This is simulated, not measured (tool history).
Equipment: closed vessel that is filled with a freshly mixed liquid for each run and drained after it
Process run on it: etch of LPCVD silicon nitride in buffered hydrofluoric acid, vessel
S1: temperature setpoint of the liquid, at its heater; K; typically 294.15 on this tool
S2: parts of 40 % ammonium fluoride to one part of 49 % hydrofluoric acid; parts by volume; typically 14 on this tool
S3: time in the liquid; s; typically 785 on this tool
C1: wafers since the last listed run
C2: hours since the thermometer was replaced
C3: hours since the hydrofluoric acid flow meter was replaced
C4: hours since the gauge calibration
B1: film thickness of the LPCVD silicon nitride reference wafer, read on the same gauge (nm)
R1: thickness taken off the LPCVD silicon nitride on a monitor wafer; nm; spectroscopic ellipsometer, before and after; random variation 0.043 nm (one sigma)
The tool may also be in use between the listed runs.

| run | hour | S1 | S2 | S3 | C1 | C2 | C3 | C4 | B1 | R1 |
|---|---|---|---|---|---|---|---|---|---|---|
| 1 | 0.0 | 298.15 | 14 | 785 | 0 | 2236.9 | 834.1 | 119.6 | 30.02 | 8.16 |
| 2 | 34.0 | 298.15 | 14 | 785 | 2544 | 2270.9 | 868.1 | 153.6 | 29.99 | 8.25 |
| 3 | 68.3 | 298.15 | 14 | 785 | 2567 | 2305.2 | 902.4 | 187.9 | 29.98 | 8.26 |
| 4 | 80.6 | 294.15 | 14 | 785 | 920 | 2317.5 | 914.7 | 200.2 | 30.00 | 6.67 |
| 5 | 94.2 | 294.15 | 14 | 785 | 1017 | 2331.1 | 928.3 | 213.8 | 29.98 | 6.65 |
| 6 | 112.8 | 294.15 | 14 | 785 | 1392 | 2349.7 | 946.9 | 232.4 | 29.98 | 6.60 |
| 7 | 137.9 | 294.15 | 14 | 785 | 1878 | 2374.8 | 972.0 | 257.5 | 29.97 | 6.68 |
| 8 | 173.6 | 294.15 | 14 | 785 | 2671 | 2410.5 | 1007.7 | 293.2 | 30.00 | 6.69 |
|  | 185.3 | thermometer replaced |
| 9 | 191.1 | 294.15 | 14 | 785 | 1234 | 5.8 | 1025.2 | 310.7 | 30.00 | 5.67 |
| 10 | 214.6 | 298.15 | 14 | 785 | 1758 | 29.3 | 1048.7 | 334.2 | 30.00 | 7.12 |
|  | 223.5 | gauge calibrated |
| 11 | 238.2 | 294.15 | 12 | 475 | 1766 | 52.9 | 1072.3 | 14.7 | 30.00 | 4.04 |

What will run 12 give?
| 12 | 273.5 | 294.15 | 14 | 785 | 2641 | 88.2 | 1107.6 | 50.0 | ? | ? |

{"run 12": {"B1": 30.02, "R1": 5.73}}
Without the tool's hidden state the same run would have given R1 5.62 nm.

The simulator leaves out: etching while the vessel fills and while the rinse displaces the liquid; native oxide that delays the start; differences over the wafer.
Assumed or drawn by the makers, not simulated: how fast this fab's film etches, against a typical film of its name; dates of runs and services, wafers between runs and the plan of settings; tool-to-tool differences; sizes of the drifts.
